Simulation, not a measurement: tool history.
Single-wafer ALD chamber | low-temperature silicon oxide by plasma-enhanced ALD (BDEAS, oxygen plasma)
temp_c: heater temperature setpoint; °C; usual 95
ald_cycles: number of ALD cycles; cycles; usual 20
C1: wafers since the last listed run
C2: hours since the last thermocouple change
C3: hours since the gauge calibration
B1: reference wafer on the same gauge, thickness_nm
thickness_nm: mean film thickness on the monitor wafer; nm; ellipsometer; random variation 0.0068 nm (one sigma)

Run 1, hour 0.0: usual settings; C1 0; C2 2683.1; C3 39.2; B1 3.101. Result: thickness_nm 2.721 nm.
Run 2, hour 9.4: usual settings; C1 99; C2 2692.5; C3 48.6; B1 3.102. Result: thickness_nm 2.727 nm.
Run 3, hour 26.6: usual settings; C1 181; C2 2709.7; C3 65.8; B1 3.101. Result: thickness_nm 2.739 nm.
Run 4, hour 60.3: usual settings; C1 354; C2 2743.4; C3 99.5; B1 3.104. Result: thickness_nm 2.726 nm.
Run 5, hour 70.3: usual settings; C1 105; C2 2753.4; C3 109.5; B1 3.101. Result: thickness_nm 2.739 nm.
At hour 78.3: thermocouple changed; heater temperature recalibrated.
Run 6, hour 81.8: usual settings; C1 36; C2 3.5; C3 121.0; B1 3.096. Result: thickness_nm 2.730 nm.
Run 7, hour 96.6: usual settings; C1 155; C2 18.3; C3 135.8; B1 3.099. Result: thickness_nm 2.732 nm.
Run 8, hour 110.3: usual settings; C1 144; C2 32.0; C3 149.5; B1 3.100. Result: thickness_nm 2.734 nm.
Run 9, hour 127.1: usual settings; C1 176; C2 48.8; C3 166.3; B1 3.101. Result: thickness_nm 2.720 nm.
Run 10, hour 136.0: usual settings; C1 93; C2 57.7; C3 175.2; B1 3.097. Result: thickness_nm 2.734 nm.
Run 11, hour 147.3: usual settings; C1 119; C2 69.0; C3 186.5; B1 3.102. Result: thickness_nm 2.737 nm.
At hour 160.7: gauge calibrated.
Run 12, hour 162.4: usual settings; C1 159; C2 84.1; C3 1.7; B1 3.102. Result: thickness_nm 2.721 nm.
Run 13, hour 170.8: usual settings but temp_c 82 °C; C1 88; C2 92.5; C3 10.1; B1 3.101. Result: thickness_nm 2.843 nm.
Run 14, hour 178.7: usual settings but temp_c 90 °C, ald_cycles 22 cycles; C1 83; C2 100.4; C3 18.0; B1 3.103. Result: thickness_nm 3.064 nm.
Run 15, hour 186.2: usual settings but temp_c 107 °C, ald_cycles 24 cycles; C1 78; C2 107.9; C3 25.5; B1 3.098. Result: thickness_nm 3.191 nm.
Run 16, hour 196.8: usual settings but temp_c 90 °C, ald_cycles 19 cycles; C1 111; C2 118.5; C3 36.1; B1 3.099. Result: thickness_nm 2.629 nm.
Run 17, hour 214.4: usual settings but temp_c 99 °C, ald_cycles 16 cycles; C1 185; C2 136.1; C3 53.7; B1 3.099. Result: thickness_nm 2.159 nm.
Run 18, hour 223.6: usual settings but temp_c 82 °C, ald_cycles 23 cycles; C1 96; C2 145.3; C3 62.9; B1 3.101. Result: thickness_nm 3.270 nm.
Run 19, hour 233.1: usual settings but temp_c 106 °C, ald_cycles 22 cycles; C1 100; C2 154.8; C3 72.4; B1 3.103. Result: thickness_nm 2.929 nm.

Forecast run 20:
Run 20, hour 242.3: usual settings; C1 96; C2 164.0; C3 81.6; B1 ?. Result: thickness_nm ?.

B1: 3.101
thickness_nm: 2.727 nm
Without the tool's hidden state the same run would have given thickness_nm 2.727 nm.
